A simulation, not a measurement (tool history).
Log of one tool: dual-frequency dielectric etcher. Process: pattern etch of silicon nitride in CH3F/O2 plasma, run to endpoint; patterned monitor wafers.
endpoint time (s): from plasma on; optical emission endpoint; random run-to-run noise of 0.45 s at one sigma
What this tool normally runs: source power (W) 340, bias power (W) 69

run,day,source power (W),bias power (W),wafers since the last listed run,hours since the last wet clean,hours since the last source power generator calibration,hours since the last bias power generator calibration,hours since the last upper electrode change,"incoming incoming film thickness, nm",endpoint time (s)
1,0.000,340,69,0,392.2,2609.3,3505.0,2215.8,108.1,144.2
2,1.367,340,69,158,425.0,2642.1,3537.8,2248.6,108.7,144.7
3,2.362,340,69,115,448.9,2666.0,3561.7,2272.5,108.3,144.4
4,3.025,340,69,77,464.8,2681.9,3577.6,2288.4,108.4,143.5
5,4.350,340,69,154,496.6,2713.7,3609.4,2320.2,108.1,143.4
# day 5.946: wet clean of the chamber
6,5.967,340,69,71,0.5,2752.5,3648.2,2359.0,109.5,150.7
7,5.983,340,69,1,0.9,2752.9,3648.6,2359.4,109.4,150.7
8,6.488,320,69,58,13.0,2765.0,3660.7,2371.5,108.2,152.3
9,8.567,320,69,241,62.9,2814.9,3710.6,2421.4,108.5,152.8
10,9.588,340,69,118,87.4,2839.4,3735.1,2445.9,108.6,148.7
11,12.304,340,69,315,152.6,2904.6,3800.3,2511.1,109.5,149.6
12,13.733,340,69,166,186.9,2938.9,3834.6,2545.4,108.6,147.2
13,15.217,340,69,172,222.5,2974.5,3870.2,2581.0,108.6,147.0
# day 16.300: bias power generator calibrated
14,16.321,340,69,109,249.0,3001.0,0.5,2607.5,108.7,146.0
15,16.796,340,69,55,260.4,3012.4,11.9,2618.9,108.7,146.6
# day 18.150: upper electrode replaced
16,18.171,340,69,43,293.4,3045.4,44.9,0.5,110.4,149.0
17,19.346,370,82,136,321.6,3073.6,73.1,28.7,107.6,131.2
18,20.058,400,76,82,338.7,3090.7,90.2,45.8,108.9,133.2
19,20.850,310,81,92,357.7,3109.7,109.2,64.8,108.2,140.6
20,21.762,340,69,106,379.6,3131.6,131.1,86.7,107.0,143.4
21,22.767,340,69,116,403.7,3155.7,155.2,110.8,108.1,144.2
22,23.508,340,69,86,421.5,3173.5,173.0,128.6,109.1,145.5
23,24.208,340,69,81,438.3,3190.3,189.8,145.4,108.7,144.3
# day 25.900: source power generator calibrated
# day 26.158: wet clean of the chamber
24,28.567,340,69,457,57.8,64.0,294.4,250.0,108.2,149.7
25,29.183,320,75,71,72.6,78.8,309.2,264.8,108.5,147.2
26,30.567,340,59,160,105.8,112.0,342.4,298.0,109.0,160.1
27,31.554,340,80,114,129.5,135.7,366.1,321.7,109.8,141.5
28,32.733,340,64,137,157.8,164.0,394.4,350.0,108.8,154.0
29,33.358,340,83,72,172.8,179.0,409.4,365.0,108.6,136.8
30,34.104,290,85,86,190.7,196.9,427.3,382.9,108.2,143.4
31,34.838,340,69,85,208.3,214.5,444.9,400.5,108.2,147.8
32,35.975,380,61,132,235.6,241.8,472.2,427.8,107.9,149.2

What was the tool's hidden state at every run in the log?
source power that arrives over what is set, %: 0 at every run
bias power that arrives over what is set, %: 0 at every run
H1: etch rate over this chamber's usual, %
run,H1
1,3.15
2,3.38
3,3.55
4,3.66
5,3.88
6,-0.0144
7,-0.0116
8,0.0733
9,0.423
10,0.595
11,1.05
12,1.29
13,1.54
14,1.73
15,1.81
16,2.04
17,2.24
18,2.36
19,2.49
20,2.65
21,2.81
22,2.94
23,3.06
24,-0.101
25,0.00323
26,0.236
27,0.402
28,0.601
29,0.706
30,0.832
31,0.955
32,1.15
